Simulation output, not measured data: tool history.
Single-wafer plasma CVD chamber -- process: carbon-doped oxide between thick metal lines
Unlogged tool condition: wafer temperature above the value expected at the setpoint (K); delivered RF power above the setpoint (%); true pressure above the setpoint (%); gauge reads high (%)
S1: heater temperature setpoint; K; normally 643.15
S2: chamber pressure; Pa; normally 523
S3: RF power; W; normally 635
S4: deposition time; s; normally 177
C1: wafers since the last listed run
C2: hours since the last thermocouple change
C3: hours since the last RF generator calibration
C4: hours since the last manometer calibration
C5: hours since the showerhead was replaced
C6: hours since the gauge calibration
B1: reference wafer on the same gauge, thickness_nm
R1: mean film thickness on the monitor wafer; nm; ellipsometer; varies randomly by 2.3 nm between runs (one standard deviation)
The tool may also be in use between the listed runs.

Run 1, day 0: usual settings but S4 185 s; C1 0; C2 1515.1; C3 945.9; C4 1704.7; C5 2840.1; C6 1137.6; B1 984.451. Result: R1 914.59 nm.
Run 2, day 3.108: usual settings but S1 654.15 K; C1 693; C2 1589.7; C3 1020.5; C4 1779.3; C5 2914.7; C6 1212.2; B1 983.316. Result: R1 853.824 nm.
Run 3, day 7.2: usual settings but S1 654.15 K; C1 912; C2 1687.9; C3 1118.7; C4 1877.5; C5 3012.9; C6 1310.4; B1 982.638. Result: R1 847.996 nm.
Run 4, day 9.358: usual settings but S1 654.15 K; C1 481; C2 1739.7; C3 1170.5; C4 1929.3; C5 3064.7; C6 1362.2; B1 983.341. Result: R1 851.243 nm.
Run 5, day 12.367: usual settings; C1 671; C2 1811.9; C3 1242.7; C4 2001.5; C5 3136.9; C6 1434.4; B1 982.898. Result: R1 872.474 nm.
Run 6, day 15.775: usual settings; C1 760; C2 1893.7; C3 1324.5; C4 2083.3; C5 3218.7; C6 1516.2; B1 982.344. Result: R1 867.212 nm.
Run 7, day 20.071: usual settings; C1 958; C2 1996.8; C3 1427.6; C4 2186.4; C5 3321.8; C6 1619.3; B1 982.128. Result: R1 868.999 nm.
Run 8, day 23.188: usual settings; C1 695; C2 2071.6; C3 1502.4; C4 2261.2; C5 3396.6; C6 1694.1; B1 982.782. Result: R1 869.79 nm.
Run 9, day 27.233: usual settings; C1 902; C2 2168.7; C3 1599.5; C4 2358.3; C5 3493.7; C6 1791.2; B1 980.743. Result: R1 868.192 nm.
Run 10, day 29.396: usual settings; C1 482; C2 2220.6; C3 1651.4; C4 2410.2; C5 3545.6; C6 1843.1; B1 980.916. Result: R1 868.77 nm.
At day 30.075: gauge calibrated.
Run 11, day 32.183: usual settings but S1 636.15 K; C1 621; C2 2287.5; C3 1718.3; C4 2477.1; C5 3612.5; C6 50.6; B1 1004.771. Result: R1 906.029 nm.
At day 34.908: showerhead replaced.
Run 12, day 36.596: usual settings but S1 652.15 K, S2 403 Pa, S3 535 W; C1 909; C2 2393.4; C3 1824.2; C4 2583; C5 40.5; C6 156.5; B1 1001.69. Result: R1 785.909 nm.

Predict the results of run 13:
Run 13, day 39.729: usual settings but S1 636.15 K; C1 698; C2 2468.6; C3 1899.4; C4 2658.2; C5 115.7; C6 231.7; B1 ?. Result: R1 ?.

B1: 998.902
R1: 898.087 nm
If the tool had no hidden condition, the same run with the same run-to-run variation would have returned R1 903.286 nm.
